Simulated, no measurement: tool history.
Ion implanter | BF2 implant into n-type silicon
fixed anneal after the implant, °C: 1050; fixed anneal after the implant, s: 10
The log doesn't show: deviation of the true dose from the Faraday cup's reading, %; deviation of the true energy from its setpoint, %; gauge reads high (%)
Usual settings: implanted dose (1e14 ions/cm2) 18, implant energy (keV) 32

run,hour,implanted dose (1e14 ions/cm2),implant energy (keV),wafers since the last listed run,hours since the last dose calibration,hours since the extraction supply was calibrated,hours since the gauge calibration,"read-back reference wafer on the same gauge, sheet resistance",sheet resistance of the implanted and annealed layer (ohm/square)
1,0,18,32,0,2179.7,3722.2,78.4,110.97,114.49
2,14.6,18,32,277,2194.3,3736.8,93,111,114.51
3,26.3,16.86,32,222,2206,3748.5,104.7,111.02,116.6
4,35.5,18,32,175,2215.2,3757.7,113.9,111.03,114.64
5,49.5,18,32,266,2229.2,3771.7,127.9,111.04,114.47
# hour 92.8: gauge calibrated
6,98.9,18,32,939,2278.6,3821.1,6.1,111.03,114.91
# hour 116.1: Faraday cup replaced and dose calibrated
# hour 124.6: extraction supply calibrated
7,125.1,18,32,194,9,0.5,32.3,110.93,114.78
8,132.3,21.48,24,136,16.2,7.7,39.5,111,126.29
9,142.8,21.48,24,199,26.7,18.2,50,111.01,126.16
10,155.2,20,21.5,235,39.1,30.6,62.4,110.98,132.88
11,165.6,18,24.5,197,49.5,41,72.8,110.98,127.96
12,179.9,20.64,23.5,272,63.8,55.3,87.1,111.03,127.77
13,193.6,21.19,35,260,77.5,69,100.8,111.03,107.54
14,202.7,20.58,29,173,86.6,78.1,109.9,110.96,116.84

Forecast each of these 3 alternatives for the next run:
A,203.1,18,32,7,87,78.5,110.3,?,?
B,203.1,22.95,26,7,87,78.5,110.3,?,?
C,203.1,23.26,32,7,87,78.5,110.3,?,?

run,"read-back reference wafer on the same gauge, sheet resistance",sheet resistance of the implanted and annealed layer (ohm/square)
A,111.03,114.44
B,111.03,121.13
C,111.03,110.28
Without the tool's hidden state the same runs would have given:
run,sheet resistance of the implanted and annealed layer (ohm/square)
A,114.44
B,121.13
C,110.28
